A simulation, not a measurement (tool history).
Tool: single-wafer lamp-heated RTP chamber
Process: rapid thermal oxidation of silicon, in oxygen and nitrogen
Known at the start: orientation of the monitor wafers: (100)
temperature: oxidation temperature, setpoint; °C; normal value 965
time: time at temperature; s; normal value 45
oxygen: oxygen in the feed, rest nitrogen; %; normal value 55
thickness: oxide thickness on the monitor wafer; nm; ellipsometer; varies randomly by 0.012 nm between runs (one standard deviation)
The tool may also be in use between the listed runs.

| run | hour | temperature | time | oxygen | wafers since the last listed run | wafers since the last pyrometer calibration | hours since the oxygen flow controller was replaced | hours since the gauge calibration | read-back reference wafer on the same gauge, thickness | thickness |
|---|---|---|---|---|---|---|---|---|---|---|
| 1 | 0.0 | 965 | 45 | 55 | 0 | 1803 | 2454.9 | 771.7 | 3.094 | 3.225 |
| 2 | 52.2 | 965 | 45 | 55 | 486 | 2290 | 2507.1 | 823.9 | 3.096 | 3.219 |
| 3 | 76.5 | 965 | 45 | 55 | 226 | 2516 | 2531.4 | 848.2 | 3.092 | 3.201 |
| 4 | 101.1 | 965 | 45 | 55 | 229 | 2746 | 2556.0 | 872.8 | 3.094 | 3.207 |
| 5 | 160.2 | 965 | 54 | 55 | 550 | 3297 | 2615.1 | 931.9 | 3.091 | 3.419 |
| 6 | 216.3 | 975 | 45 | 55 | 522 | 3819 | 2671.2 | 988.0 | 3.088 | 3.425 |
| 7 | 273.1 | 975 | 45 | 55 | 529 | 4349 | 2728.0 | 1044.8 | 3.087 | 3.403 |
|  | 302.8 | pyrometer window cleaned and pyrometer calibrated |
| 8 | 390.3 | 965 | 45 | 55 | 1017 | 815 | 2845.2 | 1162.0 | 3.085 | 3.222 |
| 9 | 458.7 | 965 | 45 | 55 | 637 | 1452 | 2913.6 | 1230.4 | 3.089 | 3.199 |
| 10 | 521.8 | 965 | 45 | 55 | 588 | 2041 | 2976.7 | 1293.5 | 3.081 | 3.184 |
| 11 | 580.1 | 965 | 45 | 55 | 543 | 2584 | 3035.0 | 1351.8 | 3.081 | 3.200 |
| 12 | 652.0 | 965 | 45 | 55 | 670 | 3254 | 3106.9 | 1423.7 | 3.080 | 3.197 |
| 13 | 713.2 | 965 | 45 | 55 | 570 | 3825 | 3168.1 | 1484.9 | 3.076 | 3.182 |
| 14 | 743.9 | 965 | 45 | 55 | 286 | 4111 | 3198.8 | 1515.6 | 3.076 | 3.203 |
|  | 763.6 | pyrometer window cleaned and pyrometer calibrated |
| 15 | 777.4 | 974 | 57 | 55 | 237 | 128 | 3232.3 | 1549.1 | 3.074 | 3.686 |
| 16 | 803.1 | 974 | 57 | 55 | 239 | 367 | 3258.0 | 1574.8 | 3.073 | 3.690 |
| 17 | 849.5 | 965 | 45 | 55 | 432 | 800 | 3304.4 | 1621.2 | 3.070 | 3.165 |
| 18 | 892.7 | 986 | 45 | 70 | 402 | 1203 | 3347.6 | 1664.4 | 3.070 | 3.906 |
| 19 | 954.6 | 965 | 45 | 55 | 576 | 1780 | 3409.5 | 1726.3 | 3.069 | 3.154 |
| 20 | 986.0 | 965 | 45 | 55 | 292 | 2072 | 3440.9 | 1757.7 | 3.061 | 3.190 |
|  | 1029.1 | oxygen flow controller replaced |
| 21 | 1073.9 | 965 | 45 | 55 | 744 | 2817 | 44.8 | 1845.6 | 3.060 | 3.169 |
| 22 | 1142.6 | 937 | 32 | 68 | 640 | 3457 | 113.5 | 1914.3 | 3.056 | 2.594 |
| 23 | 1184.1 | 965 | 45 | 55 | 386 | 3844 | 155.0 | 1955.8 | 3.055 | 3.173 |
| 24 | 1236.6 | 954 | 59 | 30 | 489 | 4333 | 207.5 | 2008.3 | 3.051 | 2.822 |
|  | 1253.6 | pyrometer window cleaned and pyrometer calibrated |
| 25 | 1269.0 | 942 | 45 | 45 | 227 | 143 | 239.9 | 2040.7 | 3.050 | 2.673 |
| 26 | 1339.0 | 947 | 60 | 55 | 652 | 796 | 309.9 | 2110.7 | 3.047 | 3.141 |
|  | 1404.9 | gauge calibrated |
| 27 | 1446.8 | 941 | 32 | 36 | 1004 | 1800 | 417.7 | 41.9 | 3.096 | 2.395 |
| 28 | 1515.5 | 965 | 45 | 55 | 640 | 2441 | 486.4 | 110.6 | 3.094 | 3.230 |
| 29 | 1541.6 | 965 | 45 | 55 | 243 | 2684 | 512.5 | 136.7 | 3.093 | 3.212 |
| 30 | 1585.8 | 988 | 24 | 44 | 411 | 3096 | 556.7 | 180.9 | 3.094 | 2.801 |
| 31 | 1652.6 | 965 | 45 | 80 | 622 | 3719 | 623.5 | 247.7 | 3.096 | 3.570 |
| 32 | 1699.2 | 954 | 45 | 55 | 434 | 4153 | 670.1 | 294.3 | 3.092 | 3.016 |
|  | 1753.7 | pyrometer window cleaned and pyrometer calibrated |
| 33 | 1755.4 | 955 | 62 | 26 | 449 | 15 | 726.3 | 350.5 | 3.092 | 2.830 |
| 34 | 1807.8 | 947 | 31 | 72 | 488 | 503 | 778.7 | 402.9 | 3.094 | 2.744 |
| 35 | 1875.1 | 949 | 51 | 55 | 627 | 1131 | 846.0 | 470.2 | 3.093 | 3.060 |
| 36 | 1928.8 | 950 | 45 | 55 | 500 | 1631 | 899.7 | 523.9 | 3.093 | 2.935 |
| 37 | 1957.5 | 939 | 58 | 74 | 267 | 1899 | 928.4 | 552.6 | 3.088 | 3.224 |
| 38 | 1991.1 | 965 | 45 | 55 | 313 | 2212 | 962.0 | 586.2 | 3.093 | 3.206 |
| 39 | 2043.0 | 976 | 61 | 55 | 483 | 2696 | 1013.9 | 638.1 | 3.092 | 3.875 |

Below are 3 alternative next runs, each starting from the tool's condition after run 39. Predict each:
| A | 2043.4 | 965 | 45 | 55 | 3 | 2699 | 1014.3 | 638.5 | ? | ? |
| B | 2043.4 | 954 | 53 | 34 | 3 | 2699 | 1014.3 | 638.5 | ? | ? |
| C | 2043.4 | 952 | 30 | 55 | 3 | 2699 | 1014.3 | 638.5 | ? | ? |

| run | read-back reference wafer on the same gauge, thickness | thickness |
|---|---|---|
| A | 3.093 | 3.197 |
| B | 3.093 | 2.835 |
| C | 3.093 | 2.626 |
Without the tool's hidden state the same runs would have given:
| run | thickness |
|---|---|
| A | 3.208 |
| B | 2.845 |
| C | 2.635 |

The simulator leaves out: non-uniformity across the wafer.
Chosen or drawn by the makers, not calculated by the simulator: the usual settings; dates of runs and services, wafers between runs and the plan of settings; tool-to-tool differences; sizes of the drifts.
